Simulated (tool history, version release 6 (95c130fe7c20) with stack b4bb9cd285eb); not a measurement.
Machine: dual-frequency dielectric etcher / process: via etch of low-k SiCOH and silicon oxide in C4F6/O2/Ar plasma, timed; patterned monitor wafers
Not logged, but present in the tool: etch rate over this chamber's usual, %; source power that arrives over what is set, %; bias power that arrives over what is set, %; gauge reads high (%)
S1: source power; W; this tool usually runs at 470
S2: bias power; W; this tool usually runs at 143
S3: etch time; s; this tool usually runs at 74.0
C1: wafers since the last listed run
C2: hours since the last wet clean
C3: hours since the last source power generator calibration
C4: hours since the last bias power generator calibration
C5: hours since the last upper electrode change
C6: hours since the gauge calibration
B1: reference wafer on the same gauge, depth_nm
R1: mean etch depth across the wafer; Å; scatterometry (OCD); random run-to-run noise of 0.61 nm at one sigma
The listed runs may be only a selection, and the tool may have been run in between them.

run,hour,S1,S2,S3,C1,C2,C3,C4,C5,C6,B1,R1
1,0.0,470,134,74.0,0,177.0,966.5,2511.8,3153.7,123.3,163.0,1978
2,14.2,470,134,74.0,199,191.2,980.7,2526.0,3167.9,137.5,162.9,1980
3,44.7,470,143,74.0,429,221.7,1011.2,2556.5,3198.4,168.0,163.0,2023
4,67.4,470,143,74.0,319,244.4,1033.9,2579.2,3221.1,190.7,163.1,2030
5,95.8,470,143,74.0,399,272.8,1062.3,2607.6,3249.5,219.1,163.2,2022
6,123.9,470,162,74.0,395,300.9,1090.4,2635.7,3277.6,247.2,163.1,2097
7,156.7,470,169,74.0,461,333.7,1123.2,2668.5,3310.4,280.0,163.0,2144
8,186.8,470,169,74.0,423,363.8,1153.3,2698.6,3340.5,310.1,163.2,2145
9,221.7,470,143,74.0,491,398.7,1188.2,2733.5,3375.4,345.0,163.0,2050
10,240.4,470,143,74.0,263,417.4,1206.9,2752.2,3394.1,363.7,163.2,2063
11,266.4,470,143,74.0,365,443.4,1232.9,2778.2,3420.1,389.7,163.0,2071
# hour 320.0: upper electrode replaced
# hour 321.2: wet clean of the chamber
12,321.7,470,143,85.0,423,0.5,1288.2,2833.5,1.7,445.0,163.0,2277
13,331.5,390,143,74.0,137,10.3,1298.0,2843.3,11.5,454.8,163.0,1765
14,349.0,390,143,74.0,246,27.8,1315.5,2860.8,29.0,472.3,163.0,1760
15,379.4,390,143,74.0,427,58.2,1345.9,2891.2,59.4,502.7,163.1,1768
16,408.3,470,143,74.0,406,87.1,1374.8,2920.1,88.3,531.6,163.1,2001
# hour 466.1: gauge calibrated
17,507.1,530,161,62.0,1390,185.9,1473.6,3018.9,187.1,41.0,163.0,1881
# hour 516.0: bias power generator calibrated
18,542.9,500,143,74.0,447,221.7,1509.4,26.9,222.9,76.8,163.0,2114
19,564.0,470,113,80.5,296,242.8,1530.5,48.0,244.0,97.9,163.0,2069
20,587.4,470,143,74.0,329,266.2,1553.9,71.4,267.4,121.3,162.9,2042
21,615.0,470,128,74.0,388,293.8,1581.5,99.0,295.0,148.9,163.2,1974
22,651.0,530,143,68.0,506,329.8,1617.5,135.0,331.0,184.9,163.0,2040
23,663.9,500,143,74.0,181,342.7,1630.4,147.9,343.9,197.8,163.1,2136
# hour 701.6: source power generator calibrated
# hour 718.1: wet clean of the chamber
24,718.6,410,121,56.5,480,0.5,17.0,202.6,398.6,252.5,163.0,1302
25,788.8,410,174,66.0,987,70.7,87.2,272.8,468.8,322.7,163.1,1691
26,816.8,380,161,84.5,394,98.7,115.2,300.8,496.8,350.7,163.0,2027
27,849.4,470,143,74.0,458,131.3,147.8,333.4,529.4,383.3,163.0,1977
28,862.4,350,126,89.5,182,144.3,160.8,346.4,542.4,396.3,163.0,1896
29,899.5,530,154,88.5,522,181.4,197.9,383.5,579.5,433.4,163.0,2603
30,914.3,470,143,74.0,208,196.2,212.7,398.3,594.3,448.2,163.1,1981
31,933.0,420,168,85.0,263,214.9,231.4,417.0,613.0,466.9,162.9,2237

Selected run-to-run steps in R1, each split into two signed amounts: the part the tool would show with no hidden state at all (from settings, incoming material and random variation), and the remainder, which goes to the hidden state together with any gauge scatter not common to the measured and the hidden-state-free results:
Run 11 -> 12: S3 74.0 -> 85.0, upper electrode replaced, wet clean of the chamber. R1 +206 Å: hidden state -72, all else +278.
Run 17 -> 18: S1 530 -> 500, S2 161 -> 143, S3 62.0 -> 74.0, bias power generator calibrated. R1 +233 Å: hidden state +15, all else +218.
Run 23 -> 24: S1 500 -> 410, S2 143 -> 121, S3 74.0 -> 56.5, source power generator calibrated, wet clean of the chamber. R1 -834 Å: hidden state -106, all else -728.
Run 28 -> 29: S1 350 -> 530, S2 126 -> 154, S3 89.5 -> 88.5. R1 +707 Å: hidden state +15, all else +692.
Run 29 -> 30: S1 530 -> 470, S2 154 -> 143, S3 88.5 -> 74.0. R1 -622 Å: hidden state -5, all else -617.
